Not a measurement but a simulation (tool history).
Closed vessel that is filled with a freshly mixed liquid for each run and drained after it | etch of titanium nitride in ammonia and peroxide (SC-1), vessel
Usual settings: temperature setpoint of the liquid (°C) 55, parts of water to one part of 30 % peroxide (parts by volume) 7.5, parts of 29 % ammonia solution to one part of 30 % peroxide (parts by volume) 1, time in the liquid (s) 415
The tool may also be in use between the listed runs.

run,day,temperature setpoint of the liquid (°C),parts of water to one part of 30 % peroxide (parts by volume),parts of 29 % ammonia solution to one part of 30 % peroxide (parts by volume),time in the liquid (s),"read-back film thickness of the titanium nitride reference wafer, read on the same gauge (nm)",thickness taken off the titanium nitride on a monitor wafer (nm)
1,0,55,5.5,1,415,139.98,30.07
2,0.471,48,7.5,1,415,139.99,16.22
3,1.942,48,7.5,1,415,140.04,16.15
4,2.642,55,7.5,1,415,140.04,26.16
5,2.996,55,7.5,1,415,140.03,26.06
6,3.5,55,7.5,1,415,140.02,26.28
7,4.525,55,7.5,1,415,139.99,26.26
8,4.883,55,7.5,1,415,139.95,26.71
9,5.346,55,7.5,1,415,139.99,26.24
10,5.721,55,7.5,1,415,140.01,26.15
11,6.058,55,9,1,290,140,16.49
12,6.517,55,7.5,1.15,330,140,21.14
13,7.042,59,10.5,1,415,140.03,29.17
14,7.742,55,7.5,1,280,140,17.73
15,8.088,55,7.5,1,415,140.01,26.23
16,8.812,55,7.5,0.8,415,140,25.59
17,9.271,55,7.5,0.7,415,139.97,24.76
18,9.65,55,7.5,0.8,415,139.98,25.7
19,10.208,55,7.5,1,415,139.99,26.38
20,10.725,50,9,1,415,140.03,17.29
21,11.033,64,7.5,0.8,260,140.01,28.68
22,11.404,50,9,1,415,140.02,16.97
23,11.979,55,7.5,1,330,139.99,20.92
24,13.488,52,7.5,1.2,415,139.99,21.79
25,13.833,48,7.5,0.65,415,140.04,15.32
26,14.121,55,7.5,1,415,139.99,26.06
27,14.496,55,6,1.15,415,140,29.51

Taken out of this log: 4 entries between the listed runs. Where each belongs, and how the hidden state differs across it:
Between runs 3 and 4: ammonia flow meter replaced (day 2.4)
  no hidden state differs between the two runs
Between runs 4 and 5: new drum of ammonia solution connected (day 2.75)
  no hidden state differs between the two runs
Between runs 13 and 14: thermometer replaced (day 7.35)
  no hidden state differs between the two runs
Between runs 18 and 19: gauge calibrated (day 10.133)
  no hidden state differs between the two runs
